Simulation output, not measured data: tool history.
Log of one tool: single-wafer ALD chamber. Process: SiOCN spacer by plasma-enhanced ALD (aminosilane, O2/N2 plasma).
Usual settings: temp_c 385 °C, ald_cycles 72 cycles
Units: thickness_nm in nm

run   hour  temp_c  ald_cycles  read-back reference wafer on the same gauge, thickness_nm  thickness_nm
  1    0.0     381          63                                                      4.476         3.710
  2   10.6     381          63                                                      4.483         3.706
  3   26.3     381          63                                                      4.482         3.709
  4   33.5     393          72                                                      4.478         4.226
  5   48.3     393          72                                                      4.481         4.230
  6   58.1     385          77                                                      4.480         4.509
  7   67.7     385          77                                                      4.481         4.539
  8   75.1     385          77                                                      4.480         4.551
  9  105.9     375          72                                                      4.480         4.247
 10  113.6     385          75                                                      4.480         4.432
 11  130.3     385          75                                                      4.482         4.418
 12  142.6     385          75                                                      4.479         4.413
 13  174.8     385          72                                                      4.480         4.230
 14  199.2     385          68                                                      4.477         4.028
 15  219.5     385          72                                                      4.481         4.222
 16  230.9     385          72                                                      4.484         4.215
 17  240.8     385          72                                                      4.478         4.228
 18  253.9     385          72                                                      4.478         4.246
 19  263.0     385          72                                                      4.477         4.244
     275.7  -- thermocouple changed; heater temperature recalibrated
 20  276.2     385          78                                                      4.479         4.580
 21  287.4     385          78                                                      4.479         4.595
 22  297.5     385          78                                                      4.481         4.592
 23  313.9     380          82                                                      4.478         4.822
 24  330.3     390          76                                                      4.476         4.460
 25  337.5     385          72                                                      4.480         4.241
 26  348.4     398          72                                                      4.481         4.219
 27  359.7     385          72                                                      4.477         4.243
 28  374.6     395          86                                                      4.478         5.069
 29  387.3     385          61                                                      4.477         3.582
 30  429.6     385          72                                                      4.475         4.244
 31  443.7     385          75                                                      4.478         4.405
 32  455.5     385          72                                                      4.480         4.232
 33  470.7     385          84                                                      4.481         4.970
 34  477.2     394          84                                                      4.476         4.933
     494.3  -- gauge calibrated
 35  494.8     399          65                                                      4.481         3.806
 36  502.7     392          63                                                      4.477         3.703
 37  519.0     385          72                                                      4.479         4.230
 38  529.4     390          85                                                      4.480         5.021
 39  579.9     377          76                                                      4.476         4.494
 40  591.6     385          77                                                      4.479         4.531
 41  599.6     376          61                                                      4.482         3.594
 42  613.1     379          72                                                      4.478         4.244
 43  620.3     385          82                                                      4.481         4.812
 44  630.7     385          72                                                      4.478         4.241
 45  642.6     372          72                                                      4.483         4.248

The tool's hidden state at each run:
wafer temperature above the value expected at the setpoint (K): 0 in every run
gauge reads high (%): 0 in every run

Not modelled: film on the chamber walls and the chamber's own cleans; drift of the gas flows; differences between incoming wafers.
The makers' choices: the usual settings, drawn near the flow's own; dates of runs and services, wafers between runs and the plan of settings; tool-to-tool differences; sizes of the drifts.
